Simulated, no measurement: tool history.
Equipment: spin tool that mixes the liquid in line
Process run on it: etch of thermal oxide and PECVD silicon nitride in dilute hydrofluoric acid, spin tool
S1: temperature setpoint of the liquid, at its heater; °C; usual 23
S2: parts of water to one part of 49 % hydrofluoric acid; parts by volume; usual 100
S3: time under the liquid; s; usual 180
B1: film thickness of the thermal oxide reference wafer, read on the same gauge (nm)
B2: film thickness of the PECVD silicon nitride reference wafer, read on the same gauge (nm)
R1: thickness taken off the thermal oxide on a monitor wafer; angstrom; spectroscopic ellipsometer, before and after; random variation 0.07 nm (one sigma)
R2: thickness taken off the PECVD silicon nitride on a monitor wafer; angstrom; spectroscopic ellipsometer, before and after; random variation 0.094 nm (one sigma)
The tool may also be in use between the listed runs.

run 1 day=0 | S1=23 S2=125 S3=215 | B1=59.98 B2=99.99 | R1=73.1 R2=117
run 2 day=0.638 | S1=23 S2=125 S3=215 | B1=59.99 B2=99.96 | R1=73.9 R2=117.6
run 3 day=1.204 | S1=23 S2=100 S3=180 | B1=59.99 B2=99.98 | R1=79.5 R2=124.1
run 4 day=1.925 | S1=23 S2=100 S3=125 | B1=60.03 B2=100 | R1=56.1 R2=86.3
run 5 day=2.667 | S1=23 S2=100 S3=225 | B1=60.04 B2=99.95 | R1=101.2 R2=155.8
-- day=2.783 gauge calibrated
run 6 day=3.121 | S1=23 S2=100 S3=225 | B1=60.03 B2=99.97 | R1=100.7 R2=155.8
run 7 day=3.65 | S1=23 S2=100 S3=225 | B1=60.02 B2=99.97 | R1=99.8 R2=155.7
run 8 day=4.192 | S1=23 S2=100 S3=180 | B1=59.99 B2=99.95 | R1=82.1 R2=123.7
run 9 day=4.625 | S1=23 S2=125 S3=215 | B1=59.96 B2=100.04 | R1=74.8 R2=119.3
-- day=4.8 hydrofluoric acid flow meter replaced
run 10 day=4.9 | S1=23 S2=100 S3=125 | B1=60 B2=99.98 | R1=54.9 R2=85.2
run 11 day=5.471 | S1=23 S2=80 S3=275 | B1=59.97 B2=99.97 | R1=159.9 R2=242.7
run 12 day=5.871 | S1=21 S2=100 S3=235 | B1=60 B2=99.98 | R1=97.7 R2=144.4
run 13 day=6.292 | S1=23 S2=100 S3=280 | B1=60.02 B2=99.98 | R1=125.6 R2=192.9
run 14 day=6.867 | S1=23 S2=70 S3=110 | B1=59.99 B2=99.98 | R1=73.7 R2=111.2
-- day=7.129 thermometer replaced
run 15 day=7.538 | S1=25.5 S2=125 S3=180 | B1=60.02 B2=99.98 | R1=62.6 R2=95.8
run 16 day=8.275 | S1=19.5 S2=70 S3=105 | B1=60.03 B2=99.99 | R1=54.8 R2=67
run 17 day=8.833 | S1=19 S2=75 S3=125 | B1=60.05 B2=100.03 | R1=58.9 R2=73.5
run 18 day=9.329 | S1=23 S2=100 S3=180 | B1=60.01 B2=100.01 | R1=74.1 R2=103.9
run 19 day=9.938 | S1=23 S2=100 S3=180 | B1=59.99 B2=100.02 | R1=71.9 R2=104.7
run 20 day=10.275 | S1=25.5 S2=75 S3=130 | B1=59.96 B2=100.01 | R1=79.8 R2=118.7
run 21 day=10.671 | S1=21.5 S2=100 S3=230 | B1=59.99 B2=100.03 | R1=86.9 R2=119.4
run 22 day=11.233 | S1=23 S2=70 S3=180 | B1=60.01 B2=99.97 | R1=107.7 R2=148.5
run 23 day=11.892 | S1=23 S2=100 S3=180 | B1=59.99 B2=100.04 | R1=73.8 R2=104.7
run 24 day=12.525 | S1=19 S2=50 S3=180 | B1=60.01 B2=99.93 | R1=129.4 R2=158.5
run 25 day=12.854 | S1=23 S2=70 S3=180 | B1=59.99 B2=100.03 | R1=107.7 R2=149.8
run 26 day=13.379 | S1=24.5 S2=75 S3=280 | B1=60.02 B2=100 | R1=163.2 R2=236.5
run 27 day=14.062 | S1=23 S2=125 S3=180 | B1=59.99 B2=99.95 | R1=56 R2=85.4

Consider 3 possible next runs. They are alternatives, not a sequence: every one starts from the tool as it was left by run 27. What does each give?
run A day=14.083 | S1=23 S2=100 S3=180 | B1=? B2=? | R1=? R2=?
run B day=14.083 | S1=25.5 S2=130 S3=85 | B1=? B2=? | R1=? R2=?
run C day=14.083 | S1=20.5 S2=100 S3=180 | B1=? B2=? | R1=? R2=?

run=A B1=60.01 B2=100.01 R1=73.2 R2=104.4
run=B B1=60.01 B2=100.01 R1=28.2 R2=44.7
run=C B1=60.01 B2=100.01 R1=66.2 R2=88.3
With the hidden condition removed and each run's random variation left untouched, the same runs would have given:
run=A R1=71.8 R2=101.1
run=B R1=27.7 R2=43.4
run=C R1=64.9 R2=85.5
